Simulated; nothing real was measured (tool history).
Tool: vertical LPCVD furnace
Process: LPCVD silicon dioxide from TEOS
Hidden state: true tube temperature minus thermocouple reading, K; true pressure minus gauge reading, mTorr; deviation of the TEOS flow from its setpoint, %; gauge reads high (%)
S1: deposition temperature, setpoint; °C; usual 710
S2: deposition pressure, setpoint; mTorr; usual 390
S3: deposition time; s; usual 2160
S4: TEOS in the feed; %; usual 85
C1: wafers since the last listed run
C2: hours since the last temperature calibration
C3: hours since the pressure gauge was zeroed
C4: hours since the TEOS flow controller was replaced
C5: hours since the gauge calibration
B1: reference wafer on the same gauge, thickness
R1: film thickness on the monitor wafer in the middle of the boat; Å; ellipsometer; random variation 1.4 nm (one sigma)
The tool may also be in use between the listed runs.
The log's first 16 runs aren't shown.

run,day,S1,S2,S3,S4,C1,C2,C3,C4,C5,B1,R1
17,32.475,710,390,2160,85,550,2328.9,511.5,240.4,1628.2,411.16,4525.0
18,36.975,710,390,2160,85,1278,2436.9,619.5,348.4,1736.2,410.64,4529.1
19,39.900,720,390,2160,92,831,2507.1,689.7,418.6,1806.4,411.01,5936.2
# day 41.150: gauge calibrated
# day 42.938: thermocouples replaced and temperature profile calibrated
20,42.958,710,390,1350,85,584,0.5,763.1,492.0,43.4,411.32,2672.2
21,44.596,715,315,2640,72,465,39.8,802.4,531.3,82.7,410.88,4806.1
22,46.492,721,480,2490,90,538,85.3,847.9,576.8,128.2,410.97,7210.9
23,48.221,717,310,2910,71,491,126.8,889.4,618.3,169.7,411.21,5461.6
24,49.717,704,460,2880,69,425,162.7,925.3,654.2,205.6,411.15,4856.8
25,51.358,710,390,2970,85,466,202.1,964.7,693.6,245.0,411.30,5871.8
26,52.796,699,365,1440,97,408,236.6,999.2,728.1,279.5,410.81,2280.9
27,56.046,710,390,2160,85,923,314.6,1077.2,806.1,357.5,410.91,4257.4
28,58.371,710,390,2160,85,660,370.4,1133.0,861.9,413.3,410.98,4261.2
29,60.621,714,465,1710,73,639,424.4,1187.0,915.9,467.3,410.90,3737.9
30,62.696,710,390,1560,76,589,474.2,1236.8,965.7,517.1,410.63,2900.8
31,65.142,702,390,2160,85,695,532.9,1295.5,1024.4,575.8,410.71,3546.1
32,66.183,710,390,2160,85,296,557.9,1320.5,1049.4,600.8,411.00,4253.5

Forecast each of these 3 alternatives for the next run:
A,66.371,710,390,2160,85,53,562.4,1325.0,1053.9,605.3,?,?
B,66.371,716,425,2160,85,53,562.4,1325.0,1053.9,605.3,?,?
C,66.371,721,330,2160,76,53,562.4,1325.0,1053.9,605.3,?,?

run,B1,R1
A,410.75,4253.8
B,410.75,5096.3
C,410.75,4719.2
Without the tool's hidden state the same runs would have given:
run,R1
A,4324.6
B,5171.4
C,4819.3
